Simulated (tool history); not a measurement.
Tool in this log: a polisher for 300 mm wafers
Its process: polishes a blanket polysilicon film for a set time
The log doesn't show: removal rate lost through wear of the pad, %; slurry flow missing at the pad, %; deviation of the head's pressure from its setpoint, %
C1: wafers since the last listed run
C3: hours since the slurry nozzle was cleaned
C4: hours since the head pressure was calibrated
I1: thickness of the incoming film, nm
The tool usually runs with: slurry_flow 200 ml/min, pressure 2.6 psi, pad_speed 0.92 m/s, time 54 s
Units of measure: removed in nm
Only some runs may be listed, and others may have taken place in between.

{"run": 1, "day": 0.0, "slurry_flow": 200, "pressure": 2.6, "pad_speed": 0.92, "time": 54, "C1": 0, "wafers polished on this pad": 7172, "C3": 496.1, "C4": 339.9, "I1": 1082.6, "removed": 314.3}
{"run": 2, "day": 3.558, "slurry_flow": 175, "pressure": 2.6, "pad_speed": 0.92, "time": 54, "C1": 939, "wafers polished on this pad": 8111, "C3": 581.5, "C4": 425.3, "I1": 1051.3, "removed": 308.3}
{"run": 3, "day": 5.362, "slurry_flow": 175, "pressure": 2.6, "pad_speed": 0.92, "time": 54, "C1": 476, "wafers polished on this pad": 8587, "C3": 624.8, "C4": 468.6, "I1": 1057.2, "removed": 307.2}
{"day": 7.292, "done": "worn pad replaced by a new one"}
{"run": 4, "day": 7.792, "slurry_flow": 200, "pressure": 2.6, "pad_speed": 0.92, "time": 54, "C1": 597, "wafers polished on this pad": 132, "C3": 683.1, "C4": 526.9, "I1": 1053.7, "removed": 313.4}
{"run": 5, "day": 10.354, "slurry_flow": 200, "pressure": 2.6, "pad_speed": 0.92, "time": 54, "C1": 676, "wafers polished on this pad": 808, "C3": 744.6, "C4": 588.4, "I1": 1053.5, "removed": 306.3}
{"day": 13.004, "done": "slurry nozzle cleaned"}
{"run": 6, "day": 14.804, "slurry_flow": 200, "pressure": 2.6, "pad_speed": 0.92, "time": 54, "C1": 1163, "wafers polished on this pad": 1972, "C3": 43.2, "C4": 695.2, "I1": 1055, "removed": 323.5}
{"run": 7, "day": 17.975, "slurry_flow": 200, "pressure": 2.6, "pad_speed": 0.92, "time": 54, "C1": 836, "wafers polished on this pad": 2808, "C3": 119.3, "C4": 771.3, "I1": 1076.2, "removed": 317.7}
{"day": 18.683, "done": "head pressure recalibrated"}
{"run": 8, "day": 20.208, "slurry_flow": 200, "pressure": 2.6, "pad_speed": 0.92, "time": 54, "C1": 567, "wafers polished on this pad": 3376, "C3": 172.9, "C4": 36.6, "I1": 1051.6, "removed": 322.3}
{"run": 9, "day": 24.338, "slurry_flow": 200, "pressure": 2.6, "pad_speed": 0.92, "time": 54, "C1": 1089, "wafers polished on this pad": 4466, "C3": 272, "C4": 135.7, "I1": 1067.2, "removed": 319.8}
{"run": 10, "day": 27.679, "slurry_flow": 200, "pressure": 2.6, "pad_speed": 0.92, "time": 54, "C1": 881, "wafers polished on this pad": 5348, "C3": 352.2, "C4": 215.9, "I1": 1066.9, "removed": 311.2}
{"run": 11, "day": 30.179, "slurry_flow": 200, "pressure": 2.6, "pad_speed": 0.92, "time": 54, "C1": 659, "wafers polished on this pad": 6008, "C3": 412.2, "C4": 275.9, "I1": 1066.1, "removed": 318.3}
{"run": 12, "day": 34.3, "slurry_flow": 200, "pressure": 2.6, "pad_speed": 0.92, "time": 54, "C1": 1087, "wafers polished on this pad": 7095, "C3": 511.1, "C4": 374.8, "I1": 1061.1, "removed": 314.8}
{"day": 36.683, "done": "worn pad replaced by a new one"}
{"run": 13, "day": 37.804, "slurry_flow": 200, "pressure": 2.6, "pad_speed": 0.92, "time": 54, "C1": 880, "wafers polished on this pad": 295, "C3": 595.2, "C4": 458.9, "I1": 1077.2, "removed": 314.6}
{"run": 14, "day": 41.888, "slurry_flow": 200, "pressure": 2.6, "pad_speed": 0.92, "time": 54, "C1": 1077, "wafers polished on this pad": 1373, "C3": 693.2, "C4": 556.9, "I1": 1076.4, "removed": 312.1}
{"run": 15, "day": 44.546, "slurry_flow": 180, "pressure": 2.6, "pad_speed": 0.92, "time": 47, "C1": 701, "wafers polished on this pad": 2074, "C3": 757, "C4": 620.7, "I1": 1073.1, "removed": 265.9}
{"day": 47.212, "done": "slurry nozzle cleaned"}
{"run": 16, "day": 47.754, "slurry_flow": 200, "pressure": 2.6, "pad_speed": 0.92, "time": 54, "C1": 835, "wafers polished on this pad": 2910, "C3": 13, "C4": 697.7, "I1": 1066.1, "removed": 324.4}
{"run": 17, "day": 50.025, "slurry_flow": 200, "pressure": 2.6, "pad_speed": 0.64, "time": 67, "C1": 599, "wafers polished on this pad": 3510, "C3": 67.5, "C4": 752.2, "I1": 1052.7, "removed": 275.7}
{"day": 53.9, "done": "head pressure recalibrated"}
{"run": 18, "day": 55.579, "slurry_flow": 200, "pressure": 2.6, "pad_speed": 0.92, "time": 54, "C1": 1443, "wafers polished on this pad": 4954, "C3": 200.8, "C4": 40.3, "I1": 1060.3, "removed": 316.3}
{"run": 19, "day": 59.446, "slurry_flow": 200, "pressure": 1.9, "pad_speed": 0.92, "time": 60, "C1": 1020, "wafers polished on this pad": 5974, "C3": 293.6, "C4": 133.1, "I1": 1066.6, "removed": 261.1}
{"run": 20, "day": 63.871, "slurry_flow": 155, "pressure": 2.6, "pad_speed": 0.92, "time": 63, "C1": 1167, "wafers polished on this pad": 7142, "C3": 399.8, "C4": 239.3, "I1": 1073.1, "removed": 365.2}
{"run": 21, "day": 67.925, "slurry_flow": 200, "pressure": 2.6, "pad_speed": 1.02, "time": 73, "C1": 1070, "wafers polished on this pad": 8212, "C3": 497.1, "C4": 336.6, "I1": 1049.8, "removed": 470.6}
{"run": 22, "day": 71.167, "slurry_flow": 200, "pressure": 2.6, "pad_speed": 0.92, "time": 54, "C1": 855, "wafers polished on this pad": 9068, "C3": 574.9, "C4": 414.4, "I1": 1059.1, "removed": 312.8}
{"day": 71.575, "done": "worn pad replaced by a new one"}
{"run": 23, "day": 72.808, "slurry_flow": 180, "pressure": 2.6, "pad_speed": 0.92, "time": 36, "C1": 389, "wafers polished on this pad": 325, "C3": 614.3, "C4": 453.8, "I1": 1055.3, "removed": 206.4}
{"run": 24, "day": 74.988, "slurry_flow": 200, "pressure": 3.1, "pad_speed": 0.92, "time": 38, "C1": 575, "wafers polished on this pad": 900, "C3": 666.6, "C4": 506.1, "I1": 1052.2, "removed": 261.5}
{"run": 25, "day": 77.083, "slurry_flow": 240, "pressure": 3.2, "pad_speed": 0.92, "time": 39, "C1": 553, "wafers polished on this pad": 1453, "C3": 716.9, "C4": 556.4, "I1": 1073.1, "removed": 282.7}
{"day": 79.312, "done": "slurry nozzle cleaned"}
{"run": 26, "day": 81.417, "slurry_flow": 140, "pressure": 3, "pad_speed": 0.92, "time": 38, "C1": 1132, "wafers polished on this pad": 2586, "C3": 50.5, "C4": 660.4, "I1": 1055.7, "removed": 252.7}
{"day": 83.517, "done": "head pressure recalibrated"}
{"run": 27, "day": 85.692, "slurry_flow": 200, "pressure": 3.4, "pad_speed": 0.92, "time": 54, "C1": 1106, "wafers polished on this pad": 3692, "C3": 153.1, "C4": 52.2, "I1": 1060.9, "removed": 420.8}
{"run": 28, "day": 89.729, "slurry_flow": 200, "pressure": 2.6, "pad_speed": 0.92, "time": 54, "C1": 1065, "wafers polished on this pad": 4758, "C3": 250, "C4": 149.1, "I1": 1067.7, "removed": 318.7}
{"run": 29, "day": 92.429, "slurry_flow": 200, "pressure": 2.6, "pad_speed": 0.92, "time": 54, "C1": 712, "wafers polished on this pad": 5471, "C3": 314.8, "C4": 213.9, "I1": 1055.9, "removed": 319.2}
{"run": 30, "day": 95.438, "slurry_flow": 200, "pressure": 2.6, "pad_speed": 0.92, "time": 54, "C1": 794, "wafers polished on this pad": 6265, "C3": 387, "C4": 286.1, "I1": 1042.7, "removed": 320.1}
{"run": 31, "day": 99.142, "slurry_flow": 200, "pressure": 2.6, "pad_speed": 0.92, "time": 54, "C1": 977, "wafers polished on this pad": 7242, "C3": 475.9, "C4": 375, "I1": 1067.7, "removed": 317.3}
{"day": 106.617, "done": "worn pad replaced by a new one"}
{"run": 32, "day": 111.25, "slurry_flow": 135, "pressure": 3.3, "pad_speed": 0.92, "time": 54, "C1": 3151, "wafers polished on this pad": 1222, "C3": 766.5, "C4": 665.6, "I1": 1067.6, "removed": 374.7}
{"day": 111.538, "done": "head pressure recalibrated"}
{"run": 33, "day": 117.888, "slurry_flow": 260, "pressure": 2.6, "pad_speed": 1, "time": 54, "C1": 1729, "wafers polished on this pad": 2952, "C3": 925.8, "C4": 152.4, "I1": 1044.7, "removed": 338.8}
{"day": 118.121, "done": "slurry nozzle cleaned"}
{"run": 34, "day": 119.808, "slurry_flow": 200, "pressure": 2.6, "pad_speed": 0.92, "time": 54, "C1": 495, "wafers polished on this pad": 3448, "C3": 40.5, "C4": 198.5, "I1": 1048.4, "removed": 327.4}
{"run": 35, "day": 124.971, "slurry_flow": 200, "pressure": 3.3, "pad_speed": 0.92, "time": 54, "C1": 1362, "wafers polished on this pad": 4811, "C3": 164.4, "C4": 322.4, "I1": 1056, "removed": 410.8}
{"run": 36, "day": 128.904, "slurry_flow": 240, "pressure": 1.8, "pad_speed": 1.14, "time": 54, "C1": 1038, "wafers polished on this pad": 5849, "C3": 258.8, "C4": 416.8, "I1": 1073.2, "removed": 279.4}
{"run": 37, "day": 130.792, "slurry_flow": 200, "pressure": 2, "pad_speed": 0.76, "time": 62, "C1": 498, "wafers polished on this pad": 6347, "C3": 304.1, "C4": 462.1, "I1": 1038.1, "removed": 233.7}

Consider 4 possible next runs. They are alternatives, not a sequence: every one starts from the tool as it was left by run 37. What does each give?
{"run": "A", "day": 130.808, "slurry_flow": 200, "pressure": 2.6, "pad_speed": 0.92, "time": 54, "C1": 4, "wafers polished on this pad": 6351, "C3": 304.5, "C4": 462.5, "I1": 1061, "removed": "?"}
{"run": "B", "day": 130.808, "slurry_flow": 200, "pressure": 2.6, "pad_speed": 0.76, "time": 54, "C1": 4, "wafers polished on this pad": 6351, "C3": 304.5, "C4": 462.5, "I1": 1061, "removed": "?"}
{"run": "C", "day": 130.808, "slurry_flow": 200, "pressure": 2.1, "pad_speed": 1.24, "time": 54, "C1": 4, "wafers polished on this pad": 6351, "C3": 304.5, "C4": 462.5, "I1": 1061, "removed": "?"}
{"run": "D", "day": 130.808, "slurry_flow": 235, "pressure": 1.7, "pad_speed": 0.76, "time": 62, "C1": 4, "wafers polished on this pad": 6351, "C3": 304.5, "C4": 462.5, "I1": 1061, "removed": "?"}

run=A removed=321.3
run=B removed=265.4
run=C removed=349.7
run=D removed=202.2
With no hidden state in the tool, these same runs would have given:
run=A removed=325.8
run=B removed=269.2
run=C removed=354.7
run=D removed=204.8
